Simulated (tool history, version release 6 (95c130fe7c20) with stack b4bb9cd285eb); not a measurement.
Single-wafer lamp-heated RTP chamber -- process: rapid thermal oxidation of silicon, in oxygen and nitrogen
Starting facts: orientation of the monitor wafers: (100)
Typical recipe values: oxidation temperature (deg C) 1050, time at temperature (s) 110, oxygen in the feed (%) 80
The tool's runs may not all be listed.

run,hour,oxidation temperature (deg C),time at temperature (s),oxygen in the feed (%),"read-back reference wafer on the same gauge, thickness",oxide thickness on the monitor wafer (nm)
1,0.0,1050,141,80,12.103,11.845
# hour 16.8: pyrometer window cleaned and pyrometer calibrated
2,17.3,1050,141,80,12.095,11.739
3,21.7,1050,141,80,12.105,11.737
4,32.1,1072,97,80,12.106,11.438
5,39.1,1072,97,80,12.097,11.521
6,52.7,1072,97,80,12.101,11.467
7,70.6,1050,110,80,12.104,10.535
8,87.5,1050,110,80,12.096,10.478
# hour 96.8: gauge calibrated
9,117.7,1050,110,80,12.090,10.572
10,130.8,1050,110,80,12.104,10.580
11,140.8,1050,110,80,12.078,10.564
12,149.0,1050,110,80,12.090,10.517
13,157.5,1050,142,80,12.090,11.911
14,166.5,1050,83,52,12.099,7.955
# hour 181.4: pyrometer window cleaned and pyrometer calibrated
15,181.9,1033,160,89,12.095,11.412
16,193.3,1078,110,66,12.102,11.792
17,210.6,1050,76,80,12.092,8.888
18,226.6,1050,63,98,12.104,8.783
# hour 239.3: oxygen flow controller replaced
19,239.8,1026,56,80,12.093,6.590
20,244.8,1050,110,80,12.099,10.532
21,252.2,1035,72,67,12.102,7.349
22,264.4,1050,110,80,12.099,10.542
23,279.8,1073,86,92,12.085,11.583
24,288.0,1033,71,93,12.095,8.094
25,304.8,1050,138,60,12.112,10.580
# hour 308.2: gauge calibrated
26,311.4,1058,161,51,12.098,11.295
27,320.1,1050,110,80,12.101,10.571

5 options for the next run, each taken on its own from the tool as it stands now. Forecast them:
A,320.5,1050,110,98,?,?
B,320.5,1078,71,80,?,?
C,320.5,1050,110,55,?,?
D,320.5,1050,162,71,?,?
E,320.5,1024,56,53,?,?

run,"read-back reference wafer on the same gauge, thickness",oxide thickness on the monitor wafer (nm)
A,12.102,11.391
B,12.102,10.454
C,12.102,9.240
D,12.102,12.127
E,12.102,5.640
With the hidden condition removed and each run's random variation left untouched, the same runs would have given:
run,oxide thickness on the monitor wafer (nm)
A,11.214
B,10.300
C,9.097
D,11.938
E,5.552
